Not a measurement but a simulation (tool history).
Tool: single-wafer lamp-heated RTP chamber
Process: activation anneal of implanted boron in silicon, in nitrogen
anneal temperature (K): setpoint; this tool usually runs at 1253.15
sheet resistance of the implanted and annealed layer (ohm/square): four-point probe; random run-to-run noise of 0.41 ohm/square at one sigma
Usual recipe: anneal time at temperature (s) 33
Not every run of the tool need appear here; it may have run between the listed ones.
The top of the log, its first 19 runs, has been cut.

run    hour  anneal temperature (K)  anneal time at temperature (s)  read-back reference wafer on the same gauge, sheet resistance  sheet resistance of the implanted and annealed layer (ohm/square)
 20   951.7                 1227.15                              42                                                         167.98                                                             212.47
 21   992.4                 1253.15                              33                                                         167.99                                                             193.14
 22  1018.0                 1241.15                              18                                                         168.08                                                             204.21
     1022.0  -- gauge calibrated
     1074.9  -- reflector plate cleaned
 23  1124.9                 1239.15                              41                                                         168.00                                                             199.94
 24  1173.1                 1236.15                              33                                                         167.95                                                             204.71
 25  1243.9                 1253.15                              33                                                         168.07                                                             193.71
 26  1282.0                 1279.15                              43                                                         167.94                                                             186.77
     1309.5  -- pyrometer window cleaned and pyrometer calibrated
 27  1451.2                 1253.15                              33                                                         168.13                                                             193.73
 28  1477.7                 1226.15                              17                                                         168.03                                                             224.60
 29  1518.7                 1275.15                              45                                                         168.13                                                             187.13
     1570.0  -- reflector plate cleaned
 30  1576.3                 1253.15                              33                                                         167.83                                                             193.56
 31  1610.7                 1226.15                              28                                                         167.86                                                             218.95
     1674.5  -- pyrometer window cleaned and pyrometer calibrated
 32  1681.1                 1243.15                              43                                                         168.01                                                             197.21
 33  1735.6                 1275.15                              21                                                         167.99                                                             189.25
 34  1788.7                 1282.15                              43                                                         168.01                                                             185.87
 35  1856.5                 1253.15                              14                                                         168.01                                                             196.66
 36  1921.8                 1233.15                              45                                                         167.97                                                             204.38
 37  1963.6                 1253.15                              33                                                         167.92                                                             193.62

Forecast each of these 3 alternatives for the next run:
  A  1964.0                 1253.15                              33                                                              ?                                                                  ?
  B  1964.0                 1272.15                              20                                                              ?                                                                  ?
  C  1964.0                 1242.15                              21                                                              ?                                                                  ?

run  read-back reference wafer on the same gauge, sheet resistance  sheet resistance of the implanted and annealed layer (ohm/square)
  A                                                         168.01                                                             194.13
  B                                                         168.01                                                             189.85
  C                                                         168.01                                                             203.24
Without the tool's hidden state the same runs would have given:
run  sheet resistance of the implanted and annealed layer (ohm/square)
  A                                                             194.13
  B                                                             189.85
  C                                                             203.24

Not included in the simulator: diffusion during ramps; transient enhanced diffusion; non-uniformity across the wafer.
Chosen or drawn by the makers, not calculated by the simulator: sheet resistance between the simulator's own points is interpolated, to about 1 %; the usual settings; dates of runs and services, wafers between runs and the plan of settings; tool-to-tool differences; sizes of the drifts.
